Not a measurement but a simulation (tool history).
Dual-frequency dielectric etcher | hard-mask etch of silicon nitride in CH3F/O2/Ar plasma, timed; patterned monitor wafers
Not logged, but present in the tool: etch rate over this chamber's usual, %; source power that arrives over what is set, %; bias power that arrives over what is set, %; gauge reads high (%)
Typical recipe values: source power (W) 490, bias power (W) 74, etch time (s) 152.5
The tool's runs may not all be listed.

run	hour	source power (W)	bias power (W)	etch time (s)	wafers since the last listed run	hours since the last wet clean	hours since the last source power generator calibration	hours since the last bias power generator calibration	hours since the last upper electrode change	hours since the gauge calibration	read-back reference wafer on the same gauge, depth_nm	mean etch depth across the wafer (angstrom)
1	0	490	60	164	0	152.8	3323.3	3397.1	5179.5	380.9	132	1218
2	24.1	490	60	164	102	176.9	3347.4	3421.2	5203.6	405	132.1	1214
3	53.6	490	74	152.5	125	206.4	3376.9	3450.7	5233.1	434.5	132	1214
4	75.7	490	74	183	93	228.5	3399	3472.8	5255.2	456.6	132.2	1440
5	96.7	490	74	183	89	249.5	3420	3493.8	5276.2	477.6	132	1458
6	130.3	490	74	152.5	142	283.1	3453.6	3527.4	5309.8	511.2	132.1	1211
7	163.4	490	74	152.5	140	316.2	3486.7	3560.5	5342.9	544.3	132	1226
8	191.3	490	74	152.5	118	344.1	3514.6	3588.4	5370.8	572.2	132.1	1228
9	214.8	490	74	152.5	99	367.6	3538.1	3611.9	5394.3	595.7	131.9	1231
# hour 258.6: wet clean of the chamber
10	259.1	490	74	152.5	86	0.5	3582.4	3656.2	5438.6	640	132	1167
11	280.5	410	74	134	90	21.9	3603.8	3677.6	5460	661.4	132	970
# hour 335.6: upper electrode replaced, of another model than before
12	336.1	490	74	152.5	134	77.5	3659.4	3733.2	0.5	717	131.9	1172
13	405.8	560	83	125.5	295	147.2	3729.1	3802.9	70.2	786.7	132.1	1066
14	436.1	550	67	152.5	128	177.5	3759.4	3833.2	100.5	817	132	1247
15	468.2	590	69	192.5	136	209.6	3791.5	3865.3	132.6	849.1	131.9	1623
16	486	490	74	186	75	227.4	3809.3	3883.1	150.4	866.9	132	1452
17	510.9	490	74	152.5	105	252.3	3834.2	3908	175.3	891.8	131.8	1212
# hour 562.3: bias power generator calibrated
18	573.6	420	57	166.5	249	315	3896.9	11.3	238	954.5	132	1175
19	595.6	490	74	152.5	93	337	3918.9	33.3	260	976.5	132	1219
# hour 620.6: wet clean of the chamber
# hour 632.5: source power generator calibrated
20	633	400	61	128.5	39	12.4	0.5	70.7	297.4	1013.9	132	868
21	661	490	74	172.5	118	40.4	28.5	98.7	325.4	1041.9	131.9	1345
22	693.8	440	56	152.5	139	73.2	61.3	131.5	358.2	1074.7	132.1	1074
# hour 717.3: gauge calibrated
23	724.5	410	91	128.5	130	103.9	92	162.2	388.9	7.2	132	953
24	748.7	490	74	152.5	102	128.1	116.2	186.4	413.1	31.4	132	1200
25	839	420	88	116.5	383	218.4	206.5	276.7	503.4	121.7	132	894
26	856.7	490	74	152.5	75	236.1	224.2	294.4	521.1	139.4	132.1	1217
27	880	490	74	152.5	98	259.4	247.5	317.7	544.4	162.7	132	1218
28	909.8	540	74	170.5	126	289.2	277.3	347.5	574.2	192.5	131.9	1437
29	941.4	570	67	189.5	134	320.8	308.9	379.1	605.8	224.1	132	1627

Forecast each of these 5 alternatives for the next run:
A	941.9	390	74	152.5	2	321.3	309.4	379.6	606.3	224.6	?	?
B	941.9	560	80	129.5	2	321.3	309.4	379.6	606.3	224.6	?	?
C	941.9	450	92	110	2	321.3	309.4	379.6	606.3	224.6	?	?
D	941.9	410	74	121.5	2	321.3	309.4	379.6	606.3	224.6	?	?
E	941.9	570	79	115	2	321.3	309.4	379.6	606.3	224.6	?	?

run	read-back reference wafer on the same gauge, depth_nm	mean etch depth across the wafer (angstrom)
A	132.1	1101
B	132.1	1134
C	132.1	894
D	132.1	900
E	132.1	1013
Take away the tool's hidden state, keep each run's random variation, and the runs would have read:
run	mean etch depth across the wafer (angstrom)
A	1056
B	1088
C	858
D	863
E	971
